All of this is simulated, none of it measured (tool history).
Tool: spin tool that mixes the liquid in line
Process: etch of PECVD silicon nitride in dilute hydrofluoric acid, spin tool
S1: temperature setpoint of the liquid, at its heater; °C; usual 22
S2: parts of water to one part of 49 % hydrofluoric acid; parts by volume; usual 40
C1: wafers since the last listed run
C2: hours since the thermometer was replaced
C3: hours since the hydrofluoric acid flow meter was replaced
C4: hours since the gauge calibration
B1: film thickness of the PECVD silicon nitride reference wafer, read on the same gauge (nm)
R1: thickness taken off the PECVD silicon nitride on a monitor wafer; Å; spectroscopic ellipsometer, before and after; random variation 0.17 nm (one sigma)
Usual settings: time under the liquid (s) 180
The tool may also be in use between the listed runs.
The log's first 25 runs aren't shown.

Run 26, day 31.188: usual settings but S1 19.5 °C, S2 50 parts by volume; C1 221; C2 219; C3 432.3; C4 443.9; B1 139.98. Result: R1 127.7 Å.
Run 27, day 32.3: usual settings but S1 23.5 °C; C1 187; C2 245.7; C3 459; C4 470.6; B1 139.99. Result: R1 211.1 Å.
Run 28, day 33.621: usual settings but time under the liquid (s) 150; C1 222; C2 277.4; C3 490.7; C4 502.3; B1 140.02. Result: R1 159.8 Å.
Run 29, day 35.083: usual settings but S1 17 °C, S2 20 parts by volume, time under the liquid (s) 225; C1 246; C2 312.5; C3 525.8; C4 537.4; B1 139.98. Result: R1 329.3 Å.
Run 30, day 36.317: usual settings but S1 19.5 °C, S2 55 parts by volume, time under the liquid (s) 290; C1 207; C2 342.1; C3 555.4; C4 567; B1 139.99. Result: R1 190.1 Å.
Run 31, day 37.371: usual settings; C1 177; C2 367.4; C3 580.7; C4 592.3; B1 139.98. Result: R1 191.6 Å.
Run 32, day 38.688: usual settings but S1 18.5 °C, S2 20 parts by volume, time under the liquid (s) 110; C1 221; C2 399; C3 612.3; C4 623.9; B1 139.99. Result: R1 178.2 Å.
Run 33, day 39.975: usual settings but S1 18.5 °C; C1 217; C2 429.9; C3 643.2; C4 654.8; B1 140.01. Result: R1 146.6 Å.

4 ways to go on from here, each from the tool as it stands after run 33. What would each give?
Run A, day 39.996: usual settings but time under the liquid (s) 265; C1 3; C2 430.4; C3 643.7; C4 655.3; B1 ?. Result: R1 ?.
Run B, day 39.996: usual settings but S1 20 °C, S2 45 parts by volume; C1 3; C2 430.4; C3 643.7; C4 655.3; B1 ?. Result: R1 ?.
Run C, day 39.996: usual settings but S1 19.5 °C, S2 25 parts by volume; C1 3; C2 430.4; C3 643.7; C4 655.3; B1 ?. Result: R1 ?.
Run D, day 39.996: usual settings but S1 25.5 °C; C1 3; C2 430.4; C3 643.7; C4 655.3; B1 ?. Result: R1 ?.

run      B1     R1
  A  140.01  277.4
  B  140.01  146.4
  C  140.01  249.1
  D  140.01    239
Without the tool's hidden state the same runs would have given:
run     R1
  A  277.4
  B  146.4
  C  249.1
  D    239

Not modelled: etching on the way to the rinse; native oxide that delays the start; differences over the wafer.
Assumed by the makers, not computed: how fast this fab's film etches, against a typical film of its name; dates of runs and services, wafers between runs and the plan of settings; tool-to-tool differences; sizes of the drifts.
